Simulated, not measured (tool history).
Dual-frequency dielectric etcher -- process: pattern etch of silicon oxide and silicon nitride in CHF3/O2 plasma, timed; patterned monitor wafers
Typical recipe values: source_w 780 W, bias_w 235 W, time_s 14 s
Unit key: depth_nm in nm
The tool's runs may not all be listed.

run   hour  source_w  bias_w  time_s  wafers since the last listed run  hours since the last wet clean  hours since the last source power generator calibration  hours since the last bias power generator calibration  hours since the last upper electrode change  hours since the gauge calibration  read-back reference wafer on the same gauge, depth_nm  depth_nm
  1      0       680     215      14                                 0                           365.6                                                   2224.1                                                 1378.4                                       3875.1                               99.9                                                  22.01     22.04
  2   20.3       680     215      14                               294                           385.9                                                   2244.4                                                 1398.7                                       3895.4                              120.2                                                  22.03     22.31
  3     48       780     235      14                               401                           413.6                                                   2272.1                                                 1426.4                                       3923.1                              147.9                                                  21.97     24.48
  4   80.7       780     271      14                               474                           446.3                                                   2304.8                                                 1459.1                                       3955.8                              180.6                                                  22.02     25.49
  5  162.3       780     235      14                              1183                           527.9                                                   2386.4                                                 1540.7                                       4037.4                              262.2                                                  22.02     24.41
  6  176.8       780     235      14                               210                           542.4                                                   2400.9                                                 1555.2                                       4051.9                              276.7                                                  21.94     24.43
     230.4  -- wet clean of the chamber
     233.7  -- source power generator calibrated
  7  249.2       780     235      14                               653                            18.8                                                     15.5                                                 1627.6                                       4124.3                              349.1                                                  21.97     23.95
  8  272.8       780     235      14                               342                            42.4                                                     39.1                                                 1651.2                                       4147.9                              372.7                                                  22.06     23.81
  9  294.3       780     235      14                               311                            63.9                                                     60.6                                                 1672.7                                       4169.4                              394.2                                                  22.04     23.99
 10  309.6       780     235      14                               221                            79.2                                                     75.9                                                   1688                                       4184.7                              409.5                                                  22.02     24.33
 11  337.5       780     276      12                               404                           107.1                                                    103.8                                                 1715.9                                       4212.6                              437.4                                                     22     21.87
     360.8  -- gauge calibrated
 12  362.7       780     235    15.5                               365                           132.3                                                      129                                                 1741.1                                       4237.8                                1.9                                                  22.01     26.75
     400.4  -- upper electrode replaced
 13  400.9       780     235    11.5                               205                           170.5                                                    167.2                                                 1779.3                                          0.5                               40.1                                                  21.99     20.01
 14  406.3       780     283    16.5                                78                           175.9                                                    172.6                                                 1784.7                                          5.9                               45.5                                                  21.98     30.39
 15  419.6       780     235      14                               192                           189.2                                                    185.9                                                   1798                                         19.2                               58.8                                                  21.96     24.18
     431.2  -- bias power generator calibrated
 16  443.5       780     265    16.5                               288                           213.1                                                    209.8                                                   12.3                                         43.1                               82.7                                                  21.97     30.15
 17  469.9       780     206    17.5                               382                           239.5                                                    236.2                                                   38.7                                         69.5                              109.1                                                  21.98     29.07
 18  484.5       780     235      14                               211                           254.1                                                    250.8                                                   53.3                                         84.1                              123.7                                                  21.97     24.29
 19  512.2       960     185      15                               401                           281.8                                                    278.5                                                     81                                        111.8                              151.4                                                     22     27.01
 20  540.5       780     235      17                               410                           310.1                                                    306.8                                                  109.3                                        140.1                              179.7                                                  21.97     29.56

Here are 4 independent what-if runs from the current tool condition. What would each one return?
  A  540.9       780     235      14                                 5                           310.5                                                    307.2                                                  109.7                                        140.5                              180.1                                                      ?         ?
  B  540.9       830     194    15.5                                 5                           310.5                                                    307.2                                                  109.7                                        140.5                              180.1                                                      ?         ?
  C  540.9       650     219    16.5                                 5                           310.5                                                    307.2                                                  109.7                                        140.5                              180.1                                                      ?         ?
  D  540.9       780     208    15.5                                 5                           310.5                                                    307.2                                                  109.7                                        140.5                              180.1                                                      ?         ?

run  read-back reference wafer on the same gauge, depth_nm  depth_nm
  A                                                  21.98     24.56
  B                                                  21.98     26.43
  C                                                  21.98     25.77
  D                                                  21.98     26.17
With the hidden condition removed and each run's random variation left untouched, the same runs would have given:
run  depth_nm
  A     24.06
  B     25.89
  C     25.24
  D     25.64
